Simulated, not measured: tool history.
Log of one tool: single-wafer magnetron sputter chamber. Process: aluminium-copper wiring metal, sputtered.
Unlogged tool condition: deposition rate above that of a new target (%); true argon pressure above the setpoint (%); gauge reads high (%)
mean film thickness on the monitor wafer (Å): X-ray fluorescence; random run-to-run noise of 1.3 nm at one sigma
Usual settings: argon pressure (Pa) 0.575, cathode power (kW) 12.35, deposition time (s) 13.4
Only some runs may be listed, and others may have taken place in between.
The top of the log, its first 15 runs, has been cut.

run,hour,argon pressure (Pa),cathode power (kW),deposition time (s),wafers since the last listed run,wafers on the sputter target,hours since the last manometer calibration,hours since the magnet pack was replaced,hours since the gauge calibration,"read-back reference wafer on the same gauge, thickness_nm",mean film thickness on the monitor wafer (Å)
16,443,0.575,11.3,13.4,3674,7532,1825.2,10489.6,172.7,299.98,2349.56
# hour 462.9: magnet pack replaced
17,464.2,0.719,12.35,12.5,645,8177,1846.4,1.3,193.9,299.802,2226.29
# hour 483.1: sputter target and shields replaced
18,483.6,0.466,12.35,13.4,557,22,1865.8,20.7,213.3,299.911,2858.77
19,498.4,0.575,12.35,13.4,723,745,1880.6,35.5,228.1,300.08,2651.22
20,526.8,0.474,9.3,14.7,1387,2133,1909,63.9,256.5,300.253,2302.99
21,552,0.494,15.4,13.4,1231,3364,1934.2,89.1,281.7,299.727,3397.62
22,572.8,0.575,11.3,13.4,1016,4381,1955,109.9,302.5,299.936,2372.89
23,599.9,0.459,14.4,12.5,1324,5705,1982.1,137,329.6,299.772,2984.16
24,625.5,0.575,12.35,11.9,1250,6956,2007.7,162.6,355.2,299.784,2289.41
25,657.2,0.768,14.35,12.5,1549,8505,2039.4,194.3,386.9,299.823,2538.91
# hour 669.3: capacitance manometer re-zeroed and calibrated
# hour 690.5: sputter target and shields replaced
26,691,0.448,13.2,11.7,869,26,21.7,228.1,420.7,299.903,2681.86
27,719.5,0.575,12.35,13.4,1392,1419,50.2,256.6,449.2,300.467,2630.89
28,737.6,0.575,12.35,13.4,884,2303,68.3,274.7,467.3,299.989,2643.26
29,772.2,0.575,10.7,11.2,1690,3994,102.9,309.3,501.9,299.875,1878.47
30,798.5,0.655,14.5,14.4,1285,5279,129.2,335.6,528.2,299.726,3113.21
31,812.7,0.768,14.35,12.5,693,5973,143.4,349.8,542.4,299.754,2526.16
32,840.6,0.408,14.55,11.1,1363,7337,171.3,377.7,570.3,299.922,2754.71
33,853.7,0.575,12.35,13.4,640,7977,184.4,390.8,583.4,300.439,2570.55
34,872.9,0.494,12.35,13.4,938,8915,203.6,410,602.6,300.638,2675.22

Forecast each of these 4 alternatives for the next run:
A,873.3,0.575,12.35,13.4,19,8935,204,410.4,603,?,?
B,873.3,0.765,9.5,12.3,19,8935,204,410.4,603,?,?
C,873.3,0.741,12.35,13.4,19,8935,204,410.4,603,?,?
D,873.3,0.735,13.9,15.6,19,8935,204,410.4,603,?,?

run,"read-back reference wafer on the same gauge, thickness_nm",mean film thickness on the monitor wafer (Å)
A,299.432,2580
B,299.432,1644
C,299.432,2358.14
D,299.432,3099.72
Without the tool's unlogged condition, the same runs would have read:
run,mean film thickness on the monitor wafer (Å)
A,2711.7
B,1727.92
C,2478.51
D,3257.95
